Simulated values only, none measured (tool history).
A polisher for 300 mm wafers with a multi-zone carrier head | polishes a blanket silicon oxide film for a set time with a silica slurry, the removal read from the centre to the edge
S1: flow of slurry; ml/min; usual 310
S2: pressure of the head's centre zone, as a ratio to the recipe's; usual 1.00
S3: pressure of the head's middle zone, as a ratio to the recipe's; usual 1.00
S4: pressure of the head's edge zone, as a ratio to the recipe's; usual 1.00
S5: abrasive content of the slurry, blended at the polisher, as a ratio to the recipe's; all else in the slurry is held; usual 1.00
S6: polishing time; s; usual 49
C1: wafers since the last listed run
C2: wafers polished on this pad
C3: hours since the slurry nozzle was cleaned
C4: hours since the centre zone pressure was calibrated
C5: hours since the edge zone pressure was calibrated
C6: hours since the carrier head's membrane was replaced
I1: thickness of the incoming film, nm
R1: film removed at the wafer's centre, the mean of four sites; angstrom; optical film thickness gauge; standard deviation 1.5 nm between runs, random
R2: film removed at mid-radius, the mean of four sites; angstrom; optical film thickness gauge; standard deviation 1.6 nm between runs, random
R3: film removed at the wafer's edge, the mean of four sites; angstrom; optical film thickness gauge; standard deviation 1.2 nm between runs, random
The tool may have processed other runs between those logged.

{"run": 1, "hour": 0.0, "S1": 310, "S2": 1.0, "S3": 1.0, "S4": 1.0, "S5": 1.0, "S6": 49, "C1": 0, "C2": 2039, "C3": 146.1, "C4": 289.5, "C5": 886.5, "C6": 1387.6, "I1": 1807.8, "R1": 1422, "R2": 1430, "R3": 1351}
{"run": 2, "hour": 27.3, "S1": 370, "S2": 1.0, "S3": 1.0, "S4": 1.0, "S5": 1.0, "S6": 57, "C1": 236, "C2": 2276, "C3": 173.4, "C4": 316.8, "C5": 913.8, "C6": 1414.9, "I1": 1755.2, "R1": 1706, "R2": 1699, "R3": 1609}
{"hour": 40.7, "done": "worn pad replaced by a new one"}
{"run": 3, "hour": 49.8, "S1": 310, "S2": 1.0, "S3": 1.0, "S4": 1.0, "S5": 1.0, "S6": 49, "C1": 160, "C2": 79, "C3": 195.9, "C4": 339.3, "C5": 936.3, "C6": 1437.4, "I1": 1784.7, "R1": 1433, "R2": 1401, "R3": 1357}
{"run": 4, "hour": 63.9, "S1": 240, "S2": 1.0, "S3": 1.0, "S4": 0.96, "S5": 1.0, "S6": 49, "C1": 122, "C2": 201, "C3": 210.0, "C4": 353.4, "C5": 950.4, "C6": 1451.5, "I1": 1807.5, "R1": 1334, "R2": 1365, "R3": 1316}
{"hour": 72.1, "done": "edge zone pressure recalibrated"}
{"run": 5, "hour": 97.5, "S1": 310, "S2": 1.0, "S3": 1.0, "S4": 1.0, "S5": 1.0, "S6": 49, "C1": 274, "C2": 475, "C3": 243.6, "C4": 387.0, "C5": 25.4, "C6": 1485.1, "I1": 1788.1, "R1": 1437, "R2": 1434, "R3": 1360}
{"run": 6, "hour": 119.1, "S1": 310, "S2": 1.0, "S3": 1.0, "S4": 1.0, "S5": 1.0, "S6": 49, "C1": 187, "C2": 663, "C3": 265.2, "C4": 408.6, "C5": 47.0, "C6": 1506.7, "I1": 1745.8, "R1": 1401, "R2": 1407, "R3": 1366}
{"run": 7, "hour": 146.6, "S1": 310, "S2": 1.0, "S3": 1.0, "S4": 1.0, "S5": 1.0, "S6": 49, "C1": 238, "C2": 902, "C3": 292.7, "C4": 436.1, "C5": 74.5, "C6": 1534.2, "I1": 1772.0, "R1": 1399, "R2": 1417, "R3": 1352}
{"run": 8, "hour": 168.3, "S1": 310, "S2": 1.05, "S3": 1.0, "S4": 1.0, "S5": 1.0, "S6": 49, "C1": 188, "C2": 1090, "C3": 314.4, "C4": 457.8, "C5": 96.2, "C6": 1555.9, "I1": 1763.5, "R1": 1464, "R2": 1394, "R3": 1342}
{"run": 9, "hour": 187.0, "S1": 310, "S2": 1.0, "S3": 1.0, "S4": 1.0, "S5": 1.0, "S6": 49, "C1": 162, "C2": 1252, "C3": 333.1, "C4": 476.5, "C5": 114.9, "C6": 1574.6, "I1": 1786.2, "R1": 1397, "R2": 1417, "R3": 1363}
{"run": 10, "hour": 203.5, "S1": 310, "S2": 1.0, "S3": 1.0, "S4": 1.0, "S5": 1.0, "S6": 49, "C1": 143, "C2": 1395, "C3": 349.6, "C4": 493.0, "C5": 131.4, "C6": 1591.1, "I1": 1779.6, "R1": 1399, "R2": 1413, "R3": 1346}
{"run": 11, "hour": 236.6, "S1": 310, "S2": 1.0, "S3": 1.0, "S4": 1.0, "S5": 1.0, "S6": 49, "C1": 287, "C2": 1683, "C3": 382.7, "C4": 526.1, "C5": 164.5, "C6": 1624.2, "I1": 1762.9, "R1": 1383, "R2": 1441, "R3": 1337}
{"run": 12, "hour": 255.8, "S1": 230, "S2": 1.0, "S3": 1.0, "S4": 1.0, "S5": 1.0, "S6": 57, "C1": 166, "C2": 1849, "C3": 401.9, "C4": 545.3, "C5": 183.7, "C6": 1643.4, "I1": 1759.5, "R1": 1543, "R2": 1570, "R3": 1500}
{"hour": 268.6, "done": "slurry nozzle cleaned"}
{"hour": 271.7, "done": "carrier head's membrane replaced by a new one"}
{"hour": 299.4, "done": "worn pad replaced by a new one"}
{"run": 13, "hour": 299.9, "S1": 310, "S2": 1.0, "S3": 1.06, "S4": 0.95, "S5": 1.0, "S6": 59, "C1": 312, "C2": 4, "C3": 31.3, "C4": 589.4, "C5": 227.8, "C6": 28.2, "I1": 1782.4, "R1": 1779, "R2": 1832, "R3": 1614}
{"run": 14, "hour": 312.1, "S1": 210, "S2": 1.11, "S3": 1.0, "S4": 1.07, "S5": 1.2, "S6": 49, "C1": 105, "C2": 110, "C3": 43.5, "C4": 601.6, "C5": 240.0, "C6": 40.4, "I1": 1769.8, "R1": 1651, "R2": 1499, "R3": 1477}
{"run": 15, "hour": 340.0, "S1": 310, "S2": 1.0, "S3": 1.0, "S4": 0.96, "S5": 1.0, "S6": 49, "C1": 242, "C2": 352, "C3": 71.4, "C4": 629.5, "C5": 267.9, "C6": 68.3, "I1": 1749.2, "R1": 1440, "R2": 1464, "R3": 1345}
{"run": 16, "hour": 372.9, "S1": 360, "S2": 1.0, "S3": 1.07, "S4": 0.89, "S5": 1.15, "S6": 49, "C1": 285, "C2": 638, "C3": 104.3, "C4": 662.4, "C5": 300.8, "C6": 101.2, "I1": 1749.7, "R1": 1543, "R2": 1636, "R3": 1362}
{"run": 17, "hour": 403.9, "S1": 310, "S2": 1.0, "S3": 1.0, "S4": 1.0, "S5": 1.0, "S6": 66, "C1": 269, "C2": 907, "C3": 135.3, "C4": 693.4, "C5": 331.8, "C6": 132.2, "I1": 1784.7, "R1": 1903, "R2": 1915, "R3": 1833}
{"run": 18, "hour": 419.5, "S1": 310, "S2": 1.0, "S3": 1.06, "S4": 1.0, "S5": 0.9, "S6": 62, "C1": 135, "C2": 1042, "C3": 150.9, "C4": 709.0, "C5": 347.4, "C6": 147.8, "I1": 1775.6, "R1": 1730, "R2": 1801, "R3": 1626}
{"run": 19, "hour": 445.0, "S1": 310, "S2": 1.0, "S3": 1.0, "S4": 1.0, "S5": 1.0, "S6": 49, "C1": 221, "C2": 1263, "C3": 176.4, "C4": 734.5, "C5": 372.9, "C6": 173.3, "I1": 1772.6, "R1": 1413, "R2": 1427, "R3": 1345}
{"run": 20, "hour": 460.1, "S1": 260, "S2": 1.07, "S3": 1.0, "S4": 1.0, "S5": 1.0, "S6": 49, "C1": 131, "C2": 1395, "C3": 191.5, "C4": 749.6, "C5": 388.0, "C6": 188.4, "I1": 1778.4, "R1": 1476, "R2": 1380, "R3": 1350}
{"run": 21, "hour": 475.8, "S1": 310, "S2": 1.0, "S3": 1.0, "S4": 1.0, "S5": 1.0, "S6": 37, "C1": 136, "C2": 1531, "C3": 207.2, "C4": 765.3, "C5": 403.7, "C6": 204.1, "I1": 1815.9, "R1": 1055, "R2": 1073, "R3": 1037}
{"hour": 522.6, "done": "worn pad replaced by a new one"}
{"run": 22, "hour": 523.1, "S1": 310, "S2": 1.0, "S3": 1.0, "S4": 1.0, "S5": 1.0, "S6": 49, "C1": 375, "C2": 4, "C3": 254.5, "C4": 812.6, "C5": 451.0, "C6": 251.4, "I1": 1787.7, "R1": 1393, "R2": 1392, "R3": 1354}

Measured less the same run without the tool's hidden state. The same run-to-run variation is in both; the gauge's scatter may not be:
Hidden state present: removal rate lost through wear of the pad, %; slurry flow missing at the pad, %; deviation of the centre zone's pressure from its setpoint, %; deviation of the edge zone's pressure from its setpoint, %.
run=1 R1=-54 R2=-49 R3=-34
run=2 R1=-62 R2=-56 R3=-40
run=3 R1=-66 R2=-59 R3=-42
run=4 R1=-82 R2=-75 R3=-53
run=5 R1=-76 R2=-68 R3=-49
run=6 R1=-77 R2=-69 R3=-51
run=7 R1=-80 R2=-73 R3=-53
run=8 R1=-87 R2=-75 R3=-54
run=9 R1=-84 R2=-78 R3=-56
run=10 R1=-87 R2=-79 R3=-56
run=11 R1=-88 R2=-82 R3=-57
run=12 R1=-132 R2=-119 R3=-83
run=13 R1=-28 R2=-26 R3=-17
run=14 R1=-45 R2=-37 R3=-27
run=15 R1=-39 R2=-36 R3=-25
run=16 R1=-48 R2=-46 R3=-30
run=17 R1=-83 R2=-75 R3=-53
run=18 R1=-81 R2=-76 R3=-52
run=19 R1=-73 R2=-67 R3=-47
run=20 R1=-94 R2=-79 R3=-58
run=21 R1=-60 R2=-55 R3=-40
run=22 R1=-89 R2=-80 R3=-58
